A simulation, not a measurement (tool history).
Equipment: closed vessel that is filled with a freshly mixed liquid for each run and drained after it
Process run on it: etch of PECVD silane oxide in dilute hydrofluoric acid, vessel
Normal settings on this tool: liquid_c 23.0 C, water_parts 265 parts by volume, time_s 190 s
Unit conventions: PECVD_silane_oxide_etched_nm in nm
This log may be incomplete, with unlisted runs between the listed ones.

run	day	liquid_c	water_parts	time_s	read-back film thickness of the PECVD silane oxide reference wafer, read on the same gauge (nm)	PECVD_silane_oxide_etched_nm
1	0.000	23.0	265	190	48.80	13.82
2	3.196	23.0	265	190	48.52	14.10
# day 8.846: hydrofluoric acid flow meter replaced
3	11.971	24.0	265	190	48.02	14.27
4	14.917	24.0	265	190	47.93	14.11
5	18.983	23.0	215	220	47.81	20.59
# day 20.117: thermometer replaced
6	23.196	23.0	215	220	47.71	20.52
7	26.400	23.0	215	220	47.65	20.69
8	29.875	23.0	220	190	47.55	16.96
9	34.117	23.0	220	190	47.52	16.89
10	37.742	23.0	220	190	47.48	17.35
11	40.579	24.5	265	190	47.45	14.39
12	43.996	18.5	140	275	47.40	35.14
13	46.262	26.0	340	290	47.40	16.67
# day 47.471: gauge calibrated
14	48.217	26.0	265	155	50.05	13.00
# day 49.792: hydrofluoric acid flow meter replaced
15	50.567	23.0	265	230	49.74	17.05
16	53.671	19.5	340	80	49.38	3.82

The next listed run, before its measurement:
# day 55.046: thermometer replaced
17	56.529	19.0	345	220	?	?

read-back film thickness of the PECVD silane oxide reference wafer, read on the same gauge (nm): 49.11
PECVD_silane_oxide_etched_nm: 9.99 nm
If the tool had no hidden condition, the same run with the same run-to-run variation would have returned PECVD_silane_oxide_etched_nm 10.17 nm.
